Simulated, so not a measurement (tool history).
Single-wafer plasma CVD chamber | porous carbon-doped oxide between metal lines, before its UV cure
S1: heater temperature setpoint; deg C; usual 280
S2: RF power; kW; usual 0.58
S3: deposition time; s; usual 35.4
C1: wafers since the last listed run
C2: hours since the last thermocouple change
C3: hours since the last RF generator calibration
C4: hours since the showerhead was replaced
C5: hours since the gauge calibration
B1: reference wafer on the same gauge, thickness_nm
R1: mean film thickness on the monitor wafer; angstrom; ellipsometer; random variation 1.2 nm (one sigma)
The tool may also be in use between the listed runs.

| run | hour | S1 | S2 | S3 | C1 | C2 | C3 | C4 | C5 | B1 | R1 |
|---|---|---|---|---|---|---|---|---|---|---|---|
| 1 | 0 | 280 | 0.58 | 35.4 | 0 | 2152.9 | 2036.8 | 6847.1 | 686.8 | 198.688 | 2440.53 |
| 2 | 26.1 | 280 | 0.58 | 35.4 | 661 | 2179 | 2062.9 | 6873.2 | 712.9 | 199.112 | 2455.12 |
| 3 | 106 | 280 | 0.58 | 35.4 | 2025 | 2258.9 | 2142.8 | 6953.1 | 792.8 | 200.472 | 2458.07 |
| 4 | 129.6 | 280 | 0.58 | 35.4 | 598 | 2282.5 | 2166.4 | 6976.7 | 816.4 | 200.784 | 2440.24 |
|  | 167.4 | thermocouple changed; heater temperature recalibrated |
| 5 | 167.9 | 280 | 0.58 | 35.4 | 768 | 0.5 | 2204.7 | 7015 | 854.7 | 200.809 | 2462.85 |
| 6 | 193 | 280 | 0.58 | 35.4 | 636 | 25.6 | 2229.8 | 7040.1 | 879.8 | 200.904 | 2479.2 |
| 7 | 228.3 | 280 | 0.58 | 33.5 | 894 | 60.9 | 2265.1 | 7075.4 | 915.1 | 201.459 | 2345.36 |
| 8 | 264.3 | 280 | 0.58 | 33.5 | 912 | 96.9 | 2301.1 | 7111.4 | 951.1 | 202.133 | 2351.8 |
|  | 266.7 | gauge calibrated |
| 9 | 295.7 | 280 | 0.58 | 35.4 | 795 | 128.3 | 2332.5 | 7142.8 | 29 | 198.371 | 2445.46 |
|  | 323.3 | showerhead replaced |
| 10 | 330.8 | 280 | 0.58 | 35.4 | 686 | 163.4 | 2367.6 | 7.5 | 64.1 | 197.516 | 2423.37 |
| 11 | 359 | 280 | 0.58 | 35.4 | 714 | 191.6 | 2395.8 | 35.7 | 92.3 | 198.104 | 2433.79 |
| 12 | 384.9 | 280 | 0.58 | 33.2 | 656 | 217.5 | 2421.7 | 61.6 | 118.2 | 197.943 | 2262.95 |
| 13 | 403.9 | 294 | 0.665 | 30.7 | 481 | 236.5 | 2440.7 | 80.6 | 137.2 | 198.005 | 2103.36 |
| 14 | 427.2 | 280 | 0.58 | 35.4 | 590 | 259.8 | 2464 | 103.9 | 160.5 | 197.828 | 2426.28 |
| 15 | 444.7 | 280 | 0.52 | 35.4 | 443 | 277.3 | 2481.5 | 121.4 | 178 | 198.46 | 2285.97 |
| 16 | 464.1 | 271 | 0.53 | 37.9 | 491 | 296.7 | 2500.9 | 140.8 | 197.4 | 197.992 | 2596.52 |
| 17 | 492.8 | 280 | 0.58 | 35.4 | 727 | 325.4 | 2529.6 | 169.5 | 226.1 | 198.265 | 2436.61 |
| 18 | 515.8 | 275 | 0.47 | 28.4 | 582 | 348.4 | 2552.6 | 192.5 | 249.1 | 198.191 | 1798.59 |
| 19 | 540.4 | 280 | 0.58 | 35.4 | 623 | 373 | 2577.2 | 217.1 | 273.7 | 198.383 | 2448.2 |
| 20 | 564.7 | 280 | 0.545 | 35.4 | 615 | 397.3 | 2601.5 | 241.4 | 298 | 198.13 | 2332.35 |
| 21 | 585.1 | 280 | 0.58 | 32.7 | 517 | 417.7 | 2621.9 | 261.8 | 318.4 | 198.141 | 2263.25 |
|  | 625.1 | RF generator calibrated |
| 22 | 625.6 | 280 | 0.58 | 35.4 | 823 | 458.2 | 0.5 | 302.3 | 358.9 | 198.978 | 2447.13 |
| 23 | 644.9 | 273 | 0.495 | 33.5 | 489 | 477.5 | 19.8 | 321.6 | 378.2 | 198.608 | 2196.35 |
| 24 | 715 | 274 | 0.53 | 35.4 | 1776 | 547.6 | 89.9 | 391.7 | 448.3 | 199.384 | 2403.99 |
| 25 | 738 | 275 | 0.55 | 35.4 | 582 | 570.6 | 112.9 | 414.7 | 471.3 | 199.39 | 2437.71 |
| 26 | 765.6 | 280 | 0.65 | 35.4 | 699 | 598.2 | 140.5 | 442.3 | 498.9 | 200.088 | 2604.06 |
| 27 | 793.6 | 268 | 0.49 | 35.4 | 709 | 626.2 | 168.5 | 470.3 | 526.9 | 199.821 | 2391.32 |
| 28 | 808.8 | 280 | 0.58 | 35.4 | 385 | 641.4 | 183.7 | 485.5 | 542.1 | 199.923 | 2452.55 |
| 29 | 828.3 | 293 | 0.55 | 35.4 | 494 | 660.9 | 203.2 | 505 | 561.6 | 200.531 | 2221.81 |
| 30 | 852.5 | 266 | 0.58 | 39.3 | 613 | 685.1 | 227.4 | 529.2 | 585.8 | 200.344 | 2953.49 |
| 31 | 879.5 | 270 | 0.485 | 28.7 | 684 | 712.1 | 254.4 | 556.2 | 612.8 | 200.204 | 1921.45 |
| 32 | 901.9 | 280 | 0.485 | 33.4 | 567 | 734.5 | 276.8 | 578.6 | 635.2 | 200.989 | 2105.74 |
| 33 | 917.4 | 280 | 0.58 | 31.6 | 392 | 750 | 292.3 | 594.1 | 650.7 | 200.389 | 2201.88 |
| 34 | 933.3 | 295 | 0.66 | 39.6 | 403 | 765.9 | 308.2 | 610 | 666.6 | 200.995 | 2735.19 |
| 35 | 949.1 | 280 | 0.58 | 35.4 | 400 | 781.7 | 324 | 625.8 | 682.4 | 201.214 | 2466.04 |

Hidden state at the last listed run before each entry between runs and at the first one after, where it differs:
Between runs 4 and 5: thermocouple changed; heater temperature recalibrated (hour 167.4)
  gauge reads high (%): 1.17 -> 1.41
  measured less the result without the state, R1: +28.28 -> +34.22 angstrom
Between runs 8 and 9: gauge calibrated (hour 266.7)
  gauge reads high (%): 2.05 -> -0.083
  measured less the result without the state, R1: +47.32 -> -2.03 angstrom
Between runs 9 and 10: showerhead replaced (hour 323.3)
  gauge reads high (%): -0.083 -> -0.0709
  measured less the result without the state, R1: -2.03 -> -1.72 angstrom
Between runs 21 and 22: RF generator calibrated (hour 625.1)
  gauge reads high (%): 0.289 -> 0.391
  measured less the result without the state, R1: +6.52 -> +9.52 angstrom
